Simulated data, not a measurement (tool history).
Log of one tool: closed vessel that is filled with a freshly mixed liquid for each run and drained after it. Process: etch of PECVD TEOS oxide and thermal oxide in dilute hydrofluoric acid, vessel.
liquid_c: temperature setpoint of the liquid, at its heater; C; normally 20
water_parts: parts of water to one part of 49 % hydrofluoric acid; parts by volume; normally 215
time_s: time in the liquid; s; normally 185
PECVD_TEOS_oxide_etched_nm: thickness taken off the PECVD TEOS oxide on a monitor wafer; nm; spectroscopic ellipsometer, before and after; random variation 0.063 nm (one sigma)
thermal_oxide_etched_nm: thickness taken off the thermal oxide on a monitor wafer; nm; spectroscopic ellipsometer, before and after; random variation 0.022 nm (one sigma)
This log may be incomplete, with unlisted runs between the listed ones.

run     day  liquid_c  water_parts  time_s  wafers since the last listed run  hours since the thermometer was replaced  hours since the hydrofluoric acid flow meter was replaced  hours since the gauge calibration  read-back film thickness of the PECVD TEOS oxide reference wafer, read on the same gauge (nm)  read-back film thickness of the thermal oxide reference wafer, read on the same gauge (nm)  PECVD_TEOS_oxide_etched_nm  thermal_oxide_etched_nm
  1       0        20          215     185                                 0                                    1150.2                                                     1076.5                              347.5                                                                                             70                                                                                      90.011                       11.77                    3.129
  2   0.321        18          215     185                               557                                    1157.9                                                     1084.2                              355.2                                                                                          70.01                                                                                      90.011                       10.82                    2.856
  3   0.683        18          215     185                               630                                    1166.6                                                     1092.9                              363.9                                                                                             70                                                                                      90.017                       10.74                    2.853
  4     1.1        20          215     150                               724                                    1176.6                                                     1102.9                              373.9                                                                                             70                                                                                      90.011                         9.4                    2.518
  5   3.146        20          215     185                              3555                                    1225.7                                                       1152                                423                                                                                          70.01                                                                                      89.998                       11.65                    3.136
      3.517  -- gauge calibrated
  6   3.567        20          215     185                               731                                    1235.8                                                     1162.1                                1.2                                                                                          70.02                                                                                       90.02                       11.69                    3.076
  7   3.958        20          215     185                               680                                    1245.2                                                     1171.5                               10.6                                                                                          69.99                                                                                      90.012                       11.66                    3.112
  8   4.654        20          270     100                              1209                                    1261.9                                                     1188.2                               27.3                                                                                             70                                                                                      90.006                        4.75                    1.251
      4.783  -- thermometer replaced
  9   5.379        20          215     185                              1187                                      14.3                                                     1205.6                               44.7                                                                                             70                                                                                      90.014                       10.56                    2.796
 10   6.117        20          270     100                              1281                                        32                                                     1223.3                               62.4                                                                                          69.99                                                                                      89.992                        4.34                    1.149
 11   6.479        20          215     240                               630                                      40.7                                                       1232                               71.1                                                                                          69.99                                                                                      89.991                       13.85                    3.678
 12   6.858        17          140     280                               658                                      49.8                                                     1241.1                               80.2                                                                                             70                                                                                      89.998                       23.58                     6.28
 13   7.208        18          215     220                               608                                      58.2                                                     1249.5                               88.6                                                                                          70.02                                                                                      90.031                       11.61                    3.119
      7.462  -- hydrofluoric acid flow meter replaced
 14   7.712        20          215     185                               803                                      70.3                                                          6                              100.7                                                                                          69.98                                                                                      89.988                       11.75                    3.111
 15   8.088        18          215     185                               651                                      79.3                                                         15                              109.7                                                                                          69.99                                                                                      89.988                       10.87                    2.841
 16   8.733        20          120     185                              1122                                      94.8                                                       30.5                              125.2                                                                                          70.01                                                                                      89.977                       23.13                    6.189
 17   9.096      21.5          185     185                               630                                     103.5                                                       39.2                              133.9                                                                                          69.99                                                                                      90.013                       14.86                    3.923
 18   9.525      21.5          160     120                               745                                     113.8                                                       49.5                              144.2                                                                                          69.99                                                                                      90.009                       11.37                    3.033
 19  10.079      22.5          180     185                               963                                     127.1                                                       62.8                              157.5                                                                                             70                                                                                      90.009                       15.89                    4.194
 20   10.65        20          215     185                               992                                     140.8                                                       76.5                              171.2                                                                                          70.01                                                                                      90.003                       11.78                    3.085
 21  11.304        20          215     185                              1136                                     156.5                                                       92.2                              186.9                                                                                             70                                                                                      89.997                       11.73                    3.076
 22   12.05        20          255     260                              1296                                     174.4                                                      110.1                              204.8                                                                                          69.99                                                                                       90.01                       13.33                    3.565
 23  12.433        20          215     185                               666                                     183.6                                                      119.3                                214                                                                                          69.99                                                                                       89.98                       11.78                     3.12
 24  12.729      17.5          300     225                               514                                     190.7                                                      126.4                              221.1                                                                                             70                                                                                      89.983                        8.56                    2.287
 25  13.425        18          215     185                              1209                                     207.4                                                      143.1                              237.8                                                                                          69.99                                                                                      90.002                       10.84                    2.832
 26  13.779        22          160     295                               615                                     215.9                                                      151.6                              246.3                                                                                          70.01                                                                                      90.005                       28.47                    7.568
 27  14.467        17          185     280                              1194                                     232.4                                                      168.1                              262.8                                                                                          69.99                                                                                      89.998                        18.7                    5.014

For each run, the measured value with the value that run would have given without the tool's hidden condition subtracted. The run-to-run variation is shared by both, the gauge scatter possibly not:
Hidden state at play: liquid hotter than its thermometer reads (K); hydrofluoric acid flow below the setpoint (%); gauge reads high (%).
run  PECVD_TEOS_oxide_etched_nm  thermal_oxide_etched_nm
  1                       -0.02                   -0.006
  2                       +0.01                   +0.004
  3                       +0.01                   +0.002
  4                       -0.02                   -0.006
  5                       -0.03                   -0.008
  6                       -0.03                   -0.009
  7                       -0.03                   -0.009
  8                       -0.05                   -0.012
  9                       -1.11                   -0.292
 10                       -0.48                   -0.125
 11                       -1.45                   -0.385
 12                       -2.31                   -0.616
 13                       -1.21                   -0.325
 14                       +0.01                       +0
 15                          +0                   +0.001
 16                       +0.03                   +0.007
 17                       +0.01                   +0.001
 18                       +0.01                   +0.001
 19                          +0                   +0.001
 20                          +0                       +0
 21                          +0                       +0
 22                       -0.02                   -0.003
 23                          +0                       +0
 24                       -0.01                   -0.002
 25                          +0                       +0
 26                       +0.01                   +0.003
 27                       +0.01                   +0.004

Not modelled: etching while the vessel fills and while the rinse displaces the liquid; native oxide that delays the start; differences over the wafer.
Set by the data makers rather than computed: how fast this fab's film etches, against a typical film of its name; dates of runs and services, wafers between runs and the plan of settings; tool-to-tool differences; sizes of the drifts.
